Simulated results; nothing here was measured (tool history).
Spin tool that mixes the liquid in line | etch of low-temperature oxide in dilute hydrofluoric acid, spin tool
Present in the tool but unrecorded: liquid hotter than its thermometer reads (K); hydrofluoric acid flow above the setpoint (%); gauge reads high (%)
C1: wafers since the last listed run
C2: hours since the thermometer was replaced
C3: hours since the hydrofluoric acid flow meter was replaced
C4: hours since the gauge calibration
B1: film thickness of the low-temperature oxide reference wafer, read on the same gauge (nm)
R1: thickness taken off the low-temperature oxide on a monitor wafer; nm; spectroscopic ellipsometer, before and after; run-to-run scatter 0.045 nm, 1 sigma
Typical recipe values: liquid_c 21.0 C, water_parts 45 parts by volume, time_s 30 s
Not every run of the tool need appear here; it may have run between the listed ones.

Run 1, hour 0.0: usual settings but time_s 35 s; C1 0; C2 2142.0; C3 378.3; C4 578.1; B1 110.01. Result: R1 12.84 nm.
Run 2, hour 15.0: usual settings but liquid_c 18.5 C; C1 133; C2 2157.0; C3 393.3; C4 593.1; B1 110.00. Result: R1 9.97 nm.
Run 3, hour 22.8: usual settings but liquid_c 18.5 C; C1 69; C2 2164.8; C3 401.1; C4 600.9; B1 110.01. Result: R1 9.96 nm.
Run 4, hour 34.9: usual settings but liquid_c 23.0 C; C1 107; C2 2176.9; C3 413.2; C4 613.0; B1 110.00. Result: R1 11.99 nm.
Run 5, hour 46.4: usual settings but liquid_c 23.0 C; C1 101; C2 2188.4; C3 424.7; C4 624.5; B1 110.02. Result: R1 12.03 nm.
At hour 50.8: thermometer replaced.
Run 6, hour 59.8: usual settings but liquid_c 23.0 C; C1 109; C2 9.0; C3 438.1; C4 637.9; B1 109.96. Result: R1 10.84 nm.
Run 7, hour 75.2: usual settings; C1 136; C2 24.4; C3 453.5; C4 653.3; B1 109.99. Result: R1 9.93 nm.
Run 8, hour 82.2: usual settings but time_s 45 s; C1 62; C2 31.4; C3 460.5; C4 660.3; B1 110.02. Result: R1 14.80 nm.
Run 9, hour 100.1: usual settings but liquid_c 23.5 C, water_parts 35 parts by volume; C1 158; C2 49.3; C3 478.4; C4 678.2; B1 110.07. Result: R1 14.44 nm.
Run 10, hour 107.4: usual settings; C1 64; C2 56.6; C3 485.7; C4 685.5; B1 110.01. Result: R1 9.96 nm.
Run 11, hour 116.3: usual settings but liquid_c 23.0 C, water_parts 35 parts by volume, time_s 40 s; C1 78; C2 65.5; C3 494.6; C4 694.4; B1 110.01. Result: R1 18.81 nm.
Run 12, hour 129.4: usual settings but liquid_c 17.0 C, water_parts 30 parts by volume, time_s 20 s; C1 116; C2 78.6; C3 507.7; C4 707.5; B1 109.96. Result: R1 8.53 nm.
Run 13, hour 145.6: usual settings but liquid_c 22.5 C, time_s 35 s; C1 143; C2 94.8; C3 523.9; C4 723.7; B1 110.01. Result: R1 12.36 nm.
Run 14, hour 158.7: usual settings but water_parts 65 parts by volume; C1 116; C2 107.9; C3 537.0; C4 736.8; B1 109.99. Result: R1 6.77 nm.
Run 15, hour 172.5: usual settings but liquid_c 17.0 C, water_parts 35 parts by volume, time_s 20 s; C1 122; C2 121.7; C3 550.8; C4 750.6; B1 109.95. Result: R1 7.29 nm.
Run 16, hour 179.9: usual settings but water_parts 35 parts by volume; C1 65; C2 129.1; C3 558.2; C4 758.0; B1 110.00. Result: R1 13.09 nm.
Run 17, hour 191.5: usual settings but liquid_c 24.0 C, water_parts 65 parts by volume, time_s 50 s; C1 102; C2 140.7; C3 569.8; C4 769.6; B1 110.02. Result: R1 12.72 nm.
At hour 194.2: gauge calibrated.
Run 18, hour 203.5: usual settings but liquid_c 18.0 C, water_parts 55 parts by volume, time_s 50 s; C1 106; C2 152.7; C3 581.8; C4 9.3; B1 109.99. Result: R1 11.93 nm.
Run 19, hour 215.6: usual settings; C1 107; C2 164.8; C3 593.9; C4 21.4; B1 109.97. Result: R1 9.99 nm.

Run 20 comes next. What will it give?
Run 20, hour 233.3: usual settings but liquid_c 25.0 C, time_s 15 s; C1 156; C2 182.5; C3 611.6; C4 39.1; B1 ?. Result: R1 ?.

Run 20 yielded B1 110.02, R1 5.90 nm.
Were there no unlogged condition in the tool, this run, its random variation unchanged, would have produced R1 5.84 nm.
